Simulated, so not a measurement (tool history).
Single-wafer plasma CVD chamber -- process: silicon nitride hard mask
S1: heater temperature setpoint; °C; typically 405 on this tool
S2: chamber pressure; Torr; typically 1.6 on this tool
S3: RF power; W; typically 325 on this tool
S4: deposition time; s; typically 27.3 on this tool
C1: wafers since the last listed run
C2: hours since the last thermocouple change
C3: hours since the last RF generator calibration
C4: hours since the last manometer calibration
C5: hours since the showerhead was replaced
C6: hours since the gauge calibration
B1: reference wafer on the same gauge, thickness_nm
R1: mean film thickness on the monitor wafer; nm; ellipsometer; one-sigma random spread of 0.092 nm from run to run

| run | hour | S1 | S2 | S3 | S4 | C1 | C2 | C3 | C4 | C5 | C6 | B1 | R1 |
|---|---|---|---|---|---|---|---|---|---|---|---|---|---|
| 1 | 0 | 412 | 1.6 | 325 | 27.3 | 0 | 1445.8 | 1162.1 | 621.3 | 2429.6 | 345.6 | 30.98 | 32.838 |
| 2 | 42.5 | 405 | 1.6 | 325 | 27.3 | 840 | 1488.3 | 1204.6 | 663.8 | 2472.1 | 388.1 | 31.02 | 33.083 |
| 3 | 51.7 | 405 | 1.6 | 280 | 27.3 | 182 | 1497.5 | 1213.8 | 673 | 2481.3 | 397.3 | 31.015 | 29.036 |
| 4 | 89.1 | 396 | 1.6 | 325 | 27.3 | 739 | 1534.9 | 1251.2 | 710.4 | 2518.7 | 434.7 | 31.006 | 33.178 |
| 5 | 96.6 | 405 | 1.6 | 325 | 27.3 | 148 | 1542.4 | 1258.7 | 717.9 | 2526.2 | 442.2 | 30.974 | 33.093 |
|  | 115 | gauge calibrated |
|  | 115.1 | showerhead replaced |
| 6 | 115.6 | 405 | 1.6 | 325 | 27.3 | 217 | 1561.4 | 1277.7 | 736.9 | 0.5 | 0.6 | 30.981 | 33.224 |
| 7 | 125 | 405 | 1.6 | 325 | 27.3 | 185 | 1570.8 | 1287.1 | 746.3 | 9.9 | 10 | 30.994 | 32.972 |
| 8 | 134.4 | 405 | 1.6 | 325 | 27.3 | 185 | 1580.2 | 1296.5 | 755.7 | 19.3 | 19.4 | 30.999 | 33.053 |
| 9 | 142.1 | 411 | 1.6 | 325 | 27.3 | 152 | 1587.9 | 1304.2 | 763.4 | 27 | 27.1 | 30.995 | 33 |
| 10 | 156.9 | 405 | 1.48 | 325 | 27.3 | 292 | 1602.7 | 1319 | 778.2 | 41.8 | 41.9 | 31.019 | 31.953 |
| 11 | 174.3 | 405 | 1.6 | 325 | 27.3 | 344 | 1620.1 | 1336.4 | 795.6 | 59.2 | 59.3 | 31.045 | 32.971 |
| 12 | 182.2 | 405 | 1.88 | 385 | 27.3 | 156 | 1628 | 1344.3 | 803.5 | 67.1 | 67.2 | 31.028 | 39.786 |
|  | 233.6 | thermocouple changed; heater temperature recalibrated |
| 13 | 235.6 | 405 | 1.6 | 325 | 27.3 | 898 | 2 | 1397.7 | 856.9 | 120.5 | 120.6 | 31.028 | 32.996 |
|  | 246.6 | RF generator calibrated |
| 14 | 247.1 | 405 | 1.6 | 305 | 27.3 | 69 | 13.5 | 0.5 | 868.4 | 132 | 132.1 | 31.023 | 32.604 |
| 15 | 261.6 | 405 | 1.6 | 325 | 27.3 | 286 | 28 | 15 | 882.9 | 146.5 | 146.6 | 30.974 | 34.049 |
| 16 | 272.2 | 412 | 1.6 | 325 | 27.3 | 209 | 38.6 | 25.6 | 893.5 | 157.1 | 157.2 | 31.01 | 33.899 |
|  | 289.6 | capacitance manometer re-zeroed and calibrated |
| 17 | 290.1 | 405 | 1.77 | 325 | 22.9 | 195 | 56.5 | 43.5 | 0.5 | 175 | 175.1 | 30.987 | 28.692 |

Run 18 is up next; what results do you expect?
| 18 | 301.7 | 405 | 1.6 | 325 | 27.3 | 229 | 68.1 | 55.1 | 12.1 | 186.6 | 186.7 | ? | ? |

B1: 31.01
R1: 32.896 nm
If the tool had no hidden condition, the same run with the same run-to-run variation would have returned R1 33.064 nm.

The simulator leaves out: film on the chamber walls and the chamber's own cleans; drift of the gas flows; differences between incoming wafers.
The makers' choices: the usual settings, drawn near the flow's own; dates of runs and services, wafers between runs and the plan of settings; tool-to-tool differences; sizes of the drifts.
